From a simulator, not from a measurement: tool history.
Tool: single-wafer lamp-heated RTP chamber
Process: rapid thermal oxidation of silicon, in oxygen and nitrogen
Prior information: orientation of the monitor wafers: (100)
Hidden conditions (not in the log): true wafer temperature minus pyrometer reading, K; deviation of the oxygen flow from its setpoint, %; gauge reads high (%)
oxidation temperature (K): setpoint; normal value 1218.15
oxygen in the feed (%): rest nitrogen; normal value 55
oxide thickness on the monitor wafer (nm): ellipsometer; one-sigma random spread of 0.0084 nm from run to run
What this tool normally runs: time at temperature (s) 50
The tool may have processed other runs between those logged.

run,hour,oxidation temperature (K),time at temperature (s),oxygen in the feed (%),wafers since the last listed run,wafers since the last pyrometer calibration,hours since the oxygen flow controller was replaced,hours since the gauge calibration,"read-back reference wafer on the same gauge, thickness",oxide thickness on the monitor wafer (nm)
1,0.0,1218.15,50,55,0,6696,3213.8,332.4,3.630,3.095
2,14.8,1218.15,50,55,212,6909,3228.6,347.2,3.628,3.089
3,28.2,1218.15,50,55,192,7102,3242.0,360.6,3.628,3.110
4,35.4,1218.15,50,55,103,7206,3249.2,367.8,3.631,3.098
5,42.2,1218.15,50,55,97,7303,3256.0,374.6,3.631,3.100
6,58.3,1218.15,50,55,231,7535,3272.1,390.7,3.632,3.099
# hour 70.4: pyrometer window cleaned and pyrometer calibrated
# hour 78.1: oxygen flow controller replaced
7,78.6,1218.15,50,55,66,7,0.5,411.0,3.628,3.053
8,78.9,1218.15,50,55,4,11,0.8,411.3,3.630,3.047
9,84.5,1218.15,50,55,80,92,6.4,416.9,3.634,3.045
10,90.8,1218.15,50,55,90,183,12.7,423.2,3.634,3.053
11,98.9,1218.15,50,55,116,299,20.8,431.3,3.628,3.060
12,110.3,1218.15,50,73,164,463,32.2,442.7,3.629,3.287
# hour 121.1: gauge calibrated
13,154.6,1218.15,50,73,637,1101,76.5,33.5,3.627,3.285
14,167.7,1188.15,50,64,188,1289,89.6,46.6,3.626,2.727
15,183.5,1218.15,62,55,227,1516,105.4,62.4,3.628,3.310
16,199.4,1234.15,74,31,228,1745,121.3,78.3,3.628,3.340
17,209.8,1218.15,50,78,149,1895,131.7,88.7,3.630,3.364
18,223.4,1218.15,27,55,195,2091,145.3,102.3,3.628,2.585
19,240.2,1218.15,50,68,241,2332,162.1,119.1,3.630,3.254
20,249.1,1197.15,73,35,128,2460,171.0,128.0,3.628,2.823

Run 21 is up next; what results do you expect?
21,258.7,1218.15,26,82,138,2598,180.6,137.6,?,?

read-back reference wafer on the same gauge, thickness: 3.628
oxide thickness on the monitor wafer (nm): 2.747
Without the tool's hidden state the same run would have given oxide thickness on the monitor wafer (nm) 2.714.
